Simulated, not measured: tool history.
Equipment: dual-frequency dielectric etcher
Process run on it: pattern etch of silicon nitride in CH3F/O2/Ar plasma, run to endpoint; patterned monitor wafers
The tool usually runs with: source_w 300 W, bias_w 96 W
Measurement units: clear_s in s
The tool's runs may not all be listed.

run	day	source_w	bias_w	wafers since the last listed run	hours since the last wet clean	hours since the last source power generator calibration	hours since the last bias power generator calibration	hours since the last upper electrode change	incoming incoming film thickness, nm	clear_s
1	0.000	280	96	0	137.7	2573.6	1329.0	5693.4	38.92	53.4
2	2.929	300	104	604	208.0	2643.9	1399.3	5763.7	38.84	50.1
3	7.012	300	96	843	306.0	2741.9	1497.3	5861.7	39.21	51.6
# day 10.192: wet clean of the chamber
4	10.212	300	96	454	0.5	2818.7	1574.1	5938.5	38.62	49.5
5	10.338	300	96	25	3.5	2821.7	1577.1	5941.5	38.79	50.1
6	10.875	300	96	111	16.4	2834.6	1590.0	5954.4	38.78	49.6
7	12.008	250	96	234	43.6	2861.8	1617.2	5981.6	39.06	54.8
# day 12.179: bias power generator calibrated
8	13.338	250	96	240	75.5	2893.7	27.8	6013.5	38.73	54.1
9	14.829	300	96	308	111.3	2929.5	63.6	6049.3	38.43	49.5
10	15.754	300	96	191	133.5	2951.7	85.8	6071.5	39.12	49.9
11	16.475	300	96	148	150.8	2969.0	103.1	6088.8	39.36	50.6
12	17.850	250	82	283	183.8	3002.0	136.1	6121.8	38.87	57.0
# day 19.679: wet clean of the chamber, repeated, since the last time left the tool worse
13	19.700	250	82	175	0.5	3046.4	180.5	6166.2	38.76	60.0
14	19.717	380	117	3	0.9	3046.8	180.9	6166.6	39.33	44.6
15	20.629	220	96	188	22.8	3068.7	202.8	6188.5	38.73	60.4
16	21.150	220	89	107	35.3	3081.2	215.3	6201.0	38.73	62.0
17	21.992	230	77	173	55.5	3101.4	235.5	6221.2	38.87	63.8
# day 23.671: upper electrode replaced
18	23.692	300	96	144	96.3	3142.2	276.3	0.5	39.01	52.5
19	24.688	250	74	205	120.2	3166.1	300.2	24.4	38.56	60.9
20	25.412	370	96	149	137.6	3183.5	317.6	41.8	38.57	46.5
21	25.975	300	96	116	151.1	3197.0	331.1	55.3	38.52	51.0
22	26.938	300	76	198	174.2	3220.1	354.2	78.4	38.57	55.7
23	29.650	270	96	560	239.3	3285.2	419.3	143.5	39.11	54.5
24	30.862	300	83	250	268.4	3314.3	448.4	172.6	38.68	53.6
# day 31.133: source power generator calibrated
25	31.742	260	96	147	289.5	14.6	469.5	193.7	38.55	54.5
26	33.225	360	111	306	325.1	50.2	505.1	229.3	38.62	44.5
27	34.175	340	75	196	347.9	73.0	527.9	252.1	39.24	52.3
# day 35.400: wet clean of the chamber
28	35.421	270	80	50	0.5	102.9	557.8	282.0	38.79	58.4
29	35.571	220	89	30	4.1	106.5	561.4	285.6	38.52	61.6
30	36.179	260	83	125	18.7	121.1	576.0	300.2	39.04	59.0
31	37.238	360	110	218	44.1	146.5	601.4	325.6	39.12	46.5
32	37.950	300	96	147	61.2	163.6	618.5	342.7	38.51	51.4
33	39.204	300	110	259	91.3	193.7	648.6	372.8	39.15	50.2
34	39.979	360	78	160	109.9	212.3	667.2	391.4	38.97	51.4
35	40.983	380	119	207	134.0	236.4	691.3	415.5	39.11	43.5
36	41.512	380	89	109	146.7	249.1	704.0	428.2	38.83	47.5

The logged runs with the hidden state left out (each run's random variation unchanged):
The hidden state here: etch rate over this chamber's usual, %; source power that arrives over what is set, %; bias power that arrives over what is set, %.
run	clear_s
1	54.0
2	51.0
3	52.8
4	52.0
5	52.7
6	52.2
7	57.7
8	57.2
9	52.4
10	53.0
11	53.8
12	60.8
13	60.0
14	44.6
15	60.5
16	62.2
17	64.1
18	52.9
19	61.5
20	47.0
21	51.6
22	56.4
23	55.5
24	54.7
25	55.7
26	45.6
27	53.7
28	58.6
29	61.8
30	59.2
31	46.7
32	51.7
33	50.6
34	51.9
35	44.1
36	48.2
